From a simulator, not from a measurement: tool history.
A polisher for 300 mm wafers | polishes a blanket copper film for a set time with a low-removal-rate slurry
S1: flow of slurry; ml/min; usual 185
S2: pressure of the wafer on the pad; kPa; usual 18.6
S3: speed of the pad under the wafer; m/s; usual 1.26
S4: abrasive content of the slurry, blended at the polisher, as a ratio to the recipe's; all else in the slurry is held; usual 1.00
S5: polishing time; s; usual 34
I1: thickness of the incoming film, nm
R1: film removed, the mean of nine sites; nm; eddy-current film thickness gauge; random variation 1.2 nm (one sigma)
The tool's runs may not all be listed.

run 1 day=0.000 | S1=185 S2=18.6 S3=1.26 S4=1.00 S5=34 | I1=1041.6 | R1=121.7
run 2 day=3.412 | S1=185 S2=18.6 S3=1.26 S4=1.00 S5=34 | I1=1054.1 | R1=120.3
run 3 day=6.692 | S1=185 S2=18.6 S3=1.26 S4=1.00 S5=34 | I1=1021.8 | R1=129.0
run 4 day=10.383 | S1=185 S2=18.6 S3=1.26 S4=1.00 S5=34 | I1=1037.4 | R1=129.2
run 5 day=13.642 | S1=185 S2=18.6 S3=1.26 S4=1.00 S5=34 | I1=1045.8 | R1=129.7
run 6 day=17.096 | S1=185 S2=18.6 S3=1.26 S4=0.95 S5=34 | I1=1019.5 | R1=125.1
run 7 day=18.642 | S1=185 S2=18.6 S3=1.26 S4=0.95 S5=34 | I1=1039.7 | R1=126.4
run 8 day=20.754 | S1=185 S2=18.6 S3=1.26 S4=0.95 S5=34 | I1=1031.0 | R1=124.8
run 9 day=23.938 | S1=185 S2=18.6 S3=1.26 S4=0.95 S5=34 | I1=1056.4 | R1=127.7
run 10 day=25.467 | S1=185 S2=18.6 S3=1.26 S4=0.95 S5=34 | I1=1025.2 | R1=123.5
run 11 day=28.712 | S1=150 S2=18.6 S3=1.26 S4=1.00 S5=27 | I1=1060.5 | R1=93.3
run 12 day=32.267 | S1=185 S2=18.6 S3=1.64 S4=1.00 S5=46 | I1=1050.1 | R1=191.9
run 13 day=36.746 | S1=185 S2=15.9 S3=1.38 S4=1.00 S5=34 | I1=1040.6 | R1=119.4
run 14 day=39.696 | S1=140 S2=16.5 S3=1.26 S4=1.00 S5=38 | I1=1057.4 | R1=122.4
run 15 day=43.054 | S1=225 S2=18.6 S3=1.26 S4=1.00 S5=24 | I1=1038.7 | R1=95.0
run 16 day=46.971 | S1=205 S2=18.6 S3=1.26 S4=1.00 S5=34 | I1=1042.9 | R1=130.8
run 17 day=49.225 | S1=185 S2=18.6 S3=1.26 S4=1.10 S5=34 | I1=1051.5 | R1=131.6

Not shown: 14 entries that the log had between the listed runs. Between which runs, and how does the tool's hidden state differ before and after?
Between runs 2 and 3: head pressure recalibrated (day 5.146); slurry blender recalibrated (day 6.671)
  deviation of the head's pressure from its setpoint, %: -9.17 -> 0.579
  measured less the result without the state, R1: -9.0 -> +0.5 nm
Between runs 3 and 4: worn pad replaced by a new one (day 7.308)
  deviation of the head's pressure from its setpoint, %: 0.579 -> 0.276
  measured less the result without the state, R1: +0.5 -> +0.3 nm
Between runs 5 and 6: slurry blender recalibrated (day 16.325)
  deviation of the head's pressure from its setpoint, %: -0.264 -> -1.12
  measured less the result without the state, R1: -0.2 -> -1.1 nm
Between runs 6 and 7: worn pad replaced by a new one, of another model than before (day 18.092)
  deviation of the head's pressure from its setpoint, %: -1.12 -> -1.59
  measured less the result without the state, R1: -1.1 -> -0.9 nm
Between runs 8 and 9: slurry nozzle cleaned (day 22.929)
  deviation of the head's pressure from its setpoint, %: -2.33 -> -3.66
  measured less the result without the state, R1: -1.4 -> -2.2 nm
Between runs 10 and 11: slurry blender recalibrated (day 25.925); worn pad replaced by a new one (day 26.904)
  deviation of the head's pressure from its setpoint, %: -4.38 -> -6.1
  measured less the result without the state, R1: -2.5 -> -2.7 nm
Between runs 12 and 13: slurry blender recalibrated (day 35.367)
  deviation of the head's pressure from its setpoint, %: -8.28 -> -11.5
  measured less the result without the state, R1: -7.7 -> -6.7 nm
Between runs 13 and 14: head pressure recalibrated (day 37.204); worn pad replaced by a new one (day 37.879)
  deviation of the head's pressure from its setpoint, %: -11.5 -> -1.13
  measured less the result without the state, R1: -6.7 -> -0.7 nm
Between runs 15 and 16: slurry nozzle cleaned (day 44.692); slurry blender recalibrated (day 45.125)
  deviation of the head's pressure from its setpoint, %: -1.47 -> -2.21
  measured less the result without the state, R1: -0.7 -> -1.4 nm
Between runs 16 and 17: worn pad replaced by a new one (day 47.404)
  deviation of the head's pressure from its setpoint, %: -2.21 -> -2.8
  measured less the result without the state, R1: -1.4 -> -1.8 nm
